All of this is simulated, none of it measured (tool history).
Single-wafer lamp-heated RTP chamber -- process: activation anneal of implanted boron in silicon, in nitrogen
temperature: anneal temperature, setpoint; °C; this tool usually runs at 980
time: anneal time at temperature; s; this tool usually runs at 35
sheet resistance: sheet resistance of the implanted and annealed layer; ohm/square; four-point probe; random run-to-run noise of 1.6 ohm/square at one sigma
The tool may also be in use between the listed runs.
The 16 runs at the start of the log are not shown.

run	hour	temperature	time	wafers since the last listed run	wafers since the last pyrometer calibration	wafers since the reflector plate was cleaned	hours since the gauge calibration	read-back reference wafer on the same gauge, sheet resistance	sheet resistance
17	371.2	1004	23	260	2480	11064	450.5	300.19	296.39
# hour 394.1: pyrometer window cleaned and pyrometer calibrated
18	394.6	980	35	218	7	11283	473.9	300.25	308.27
19	412.3	1003	15	251	259	11534	491.6	300.01	301.47
20	444.9	1005	35	463	722	11998	524.2	300.41	297.28
21	478.6	958	24	479	1201	12477	557.9	300.35	336.57
# hour 505.9: gauge calibrated
# hour 507.0: reflector plate cleaned
22	512.9	980	29	373	1575	84	7.0	299.69	315.86
23	544.9	980	35	454	2030	539	39.0	299.90	313.01
24	577.3	1001	35	460	2491	999	71.4	300.10	298.77
# hour 598.3: pyrometer window cleaned and pyrometer calibrated
25	610.0	992	51	351	166	1350	104.1	300.48	302.75
26	637.6	980	35	392	559	1743	131.7	300.27	313.03
27	653.3	961	21	223	782	1966	147.4	299.95	348.75
28	666.9	1006	49	193	975	2159	161.0	300.26	296.67
29	698.3	992	51	446	1422	2606	192.4	299.81	303.05
30	733.0	959	35	493	1915	3099	227.1	300.16	340.69
31	756.6	980	35	335	2251	3435	250.7	299.69	309.00
32	772.3	953	35	223	2474	3658	266.4	300.15	352.21
33	800.8	970	56	405	2879	4063	294.9	300.53	317.45
# hour 813.0: pyrometer window cleaned and pyrometer calibrated
34	824.0	1009	22	216	156	4279	318.1	299.93	298.79
35	858.7	961	20	493	649	4773	352.8	300.38	347.41
36	880.8	967	54	314	963	5087	374.9	300.06	320.78
37	904.8	961	20	341	1304	5428	398.9	299.93	344.77

What if the next run were any one of these 4? Each begins from the tool's condition after run 37:
A	905.2	980	35	5	1310	5434	399.3	?	?
B	905.2	1004	49	5	1310	5434	399.3	?	?
C	905.2	963	26	5	1310	5434	399.3	?	?
D	905.2	968	49	5	1310	5434	399.3	?	?

run	read-back reference wafer on the same gauge, sheet resistance	sheet resistance
A	300.42	308.32
B	300.42	295.07
C	300.42	333.43
D	300.42	316.53
Take away the tool's hidden state, keep each run's random variation, and the runs would have read:
run	sheet resistance
A	312.07
B	296.35
C	342.02
D	321.72
